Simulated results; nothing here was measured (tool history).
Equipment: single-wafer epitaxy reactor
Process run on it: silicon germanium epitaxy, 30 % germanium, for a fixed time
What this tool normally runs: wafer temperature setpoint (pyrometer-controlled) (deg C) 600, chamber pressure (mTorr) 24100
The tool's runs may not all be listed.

| run | hour | wafer temperature setpoint (pyrometer-controlled) (deg C) | chamber pressure (mTorr) | read-back reference wafer on the same gauge, thickness_nm | mean film thickness on the monitor wafer (Å) |
|---|---|---|---|---|---|
| 1 | 0 | 611 | 24100 | 66.977 | 816.37 |
| 2 | 22.6 | 611 | 24100 | 66.926 | 809.29 |
| 3 | 35.1 | 600 | 27800 | 67.026 | 702.19 |
| 4 | 48.5 | 600 | 24100 | 66.965 | 657.01 |
|  | 57.5 | gauge calibrated |
| 5 | 62.1 | 606 | 24100 | 67 | 740.41 |
| 6 | 87 | 606 | 24100 | 66.941 | 742.29 |
| 7 | 104 | 600 | 24100 | 66.956 | 658.66 |
| 8 | 134.2 | 600 | 24100 | 67.045 | 654.13 |
| 9 | 167.2 | 591 | 24100 | 66.995 | 551.43 |
| 10 | 195.3 | 600 | 24100 | 66.975 | 655.65 |
|  | 203.6 | showerhead replaced |
| 11 | 226.9 | 600 | 24100 | 66.983 | 647.98 |
| 12 | 256.9 | 600 | 22300 | 66.953 | 629.74 |
|  | 272.1 | capacitance manometer re-zeroed and calibrated |
| 13 | 278 | 607 | 29500 | 66.98 | 810.08 |
| 14 | 308.8 | 600 | 24100 | 67.022 | 651.44 |
| 15 | 324.7 | 605 | 24100 | 67.003 | 718.53 |
| 16 | 341.8 | 612 | 19300 | 66.978 | 742.71 |
| 17 | 376 | 600 | 24100 | 66.975 | 651.78 |
| 18 | 394.5 | 600 | 27700 | 66.97 | 689.8 |
| 19 | 420.7 | 606 | 18600 | 67.037 | 648.28 |
| 20 | 447.1 | 595 | 21100 | 67.014 | 551.98 |
| 21 | 481 | 595 | 26800 | 67.01 | 607.17 |
| 22 | 493.2 | 587 | 22200 | 67.015 | 479.67 |
|  | 522.3 | pyrometer calibrated |
| 23 | 522.8 | 600 | 29000 | 66.969 | 724.08 |
| 24 | 547.7 | 600 | 24100 | 66.982 | 671.04 |
| 25 | 575.5 | 600 | 19400 | 66.943 | 614.41 |
| 26 | 593.6 | 600 | 24100 | 66.978 | 672.37 |
| 27 | 639.7 | 614 | 19000 | 66.998 | 779.55 |
| 28 | 657.1 | 600 | 22200 | 67.008 | 646.81 |
| 29 | 693.1 | 589 | 25700 | 67.002 | 557.85 |
| 30 | 715.8 | 600 | 19200 | 67.008 | 606.92 |
| 31 | 734.8 | 592 | 30000 | 66.95 | 627.82 |
| 32 | 754.3 | 589 | 19300 | 66.961 | 492.68 |
| 33 | 779.2 | 591 | 22400 | 66.924 | 547.08 |
| 34 | 794.9 | 589 | 25700 | 66.985 | 554.01 |
| 35 | 825.6 | 606 | 21400 | 66.985 | 714.93 |

What if the next run were any one of these 4? Each begins from the tool's condition after run 35:
| A | 826 | 600 | 24100 | ? | ? |
| B | 826 | 607 | 26700 | ? | ? |
| C | 826 | 600 | 19700 | ? | ? |
| D | 826 | 591 | 30000 | ? | ? |

| run | read-back reference wafer on the same gauge, thickness_nm | mean film thickness on the monitor wafer (Å) |
|---|---|---|
| A | 67.034 | 662.85 |
| B | 67.034 | 790.72 |
| C | 67.034 | 607.69 |
| D | 67.034 | 611.31 |
Take away the tool's hidden state, keep each run's random variation, and the runs would have read:
| run | mean film thickness on the monitor wafer (Å) |
|---|---|
| A | 663.39 |
| B | 791.36 |
| C | 608.19 |
| D | 611.83 |

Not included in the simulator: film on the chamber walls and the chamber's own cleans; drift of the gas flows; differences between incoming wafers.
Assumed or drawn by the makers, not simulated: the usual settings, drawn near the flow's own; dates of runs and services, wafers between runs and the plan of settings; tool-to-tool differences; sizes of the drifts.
